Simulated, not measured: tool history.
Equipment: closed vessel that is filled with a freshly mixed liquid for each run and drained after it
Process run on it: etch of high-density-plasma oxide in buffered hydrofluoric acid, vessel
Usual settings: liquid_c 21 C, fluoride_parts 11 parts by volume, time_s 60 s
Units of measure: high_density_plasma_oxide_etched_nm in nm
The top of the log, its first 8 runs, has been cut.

run,hour,liquid_c,fluoride_parts,time_s,wafers since the last listed run,hours since the thermometer was replaced,hours since the hydrofluoric acid flow meter was replaced,hours since the gauge calibration,"read-back film thickness of the high-density-plasma oxide reference wafer, read on the same gauge (nm)",high_density_plasma_oxide_etched_nm
9,88,17,11,40,929,1997,26.1,334,79.98,37.51
10,104.4,24.5,11,85,1954,2013.4,42.5,350.4,79.94,121.74
11,120.3,18.5,9,50,1895,2029.3,58.4,366.3,80.02,60.36
12,127.9,24.5,11,60,905,2036.9,66,373.9,80.01,86.66
# hour 129.6: gauge calibrated
13,134.5,21,14.5,60,786,2043.5,72.6,4.9,79.99,54.18
14,147.7,25.5,11,60,1573,2056.7,85.8,18.1,80,89.87
15,163.7,19.5,10,60,1907,2072.7,101.8,34.1,79.98,71.17
16,171.8,21,11,80,965,2080.8,109.9,42.2,80,93.15
17,183.4,25.5,9.5,85,1382,2092.4,121.5,53.8,79.98,143.41
18,200.1,23,15,40,1990,2109.1,138.2,70.5,80.01,38.31
19,214.7,22.5,8,90,1740,2123.7,152.8,85.1,79.99,153.02
20,225.1,21,11,60,1239,2134.1,163.2,95.5,79.98,69.7
# hour 237.7: thermometer replaced
21,241.9,23.5,8,60,1883,4.2,180,112.3,80.02,106.99
22,251.6,18.5,14,35,1156,13.9,189.7,122,79.98,28.36
23,260.7,21,11,60,1084,23,198.8,131.1,80,70.14
24,271.9,17,11,60,1334,34.2,210,142.3,80,56.12
25,289.4,21,11,40,2085,51.7,227.5,159.8,79.96,46.81
26,304.9,21,11,60,1847,67.2,243,175.3,79.96,70.01
27,311.1,26,11,60,738,73.4,249.2,181.5,80,92.04
28,326.8,22.5,7,35,1871,89.1,264.9,197.2,79.95,68.06
29,333.1,21,11,60,750,95.4,271.2,203.5,80.01,70.12
30,339.6,22.5,12.5,90,774,101.9,277.7,210,79.98,100.52
31,357.1,21,9.5,60,2085,119.4,295.2,227.5,80.01,78.61
32,365.5,24,9,40,1001,127.8,303.6,235.9,80,64.75

Each row is a separate what-if for the run after 32, all from the same tool condition, not one after another. Results?
A,366.2,21,11,60,83,128.5,304.3,236.6,?,?
B,366.2,22.5,7.5,50,83,128.5,304.3,236.6,?,?
C,366.2,17,14.5,80,83,128.5,304.3,236.6,?,?
D,366.2,24,9.5,60,83,128.5,304.3,236.6,?,?

run,"read-back film thickness of the high-density-plasma oxide reference wafer, read on the same gauge (nm)",high_density_plasma_oxide_etched_nm
A,79.97,70.01
B,79.97,90.4
C,79.97,56.82
D,79.97,94.17
With the hidden condition removed and each run's random variation left untouched, the same runs would have given:
run,high_density_plasma_oxide_etched_nm
A,71.22
B,92.13
C,57.81
D,95.22
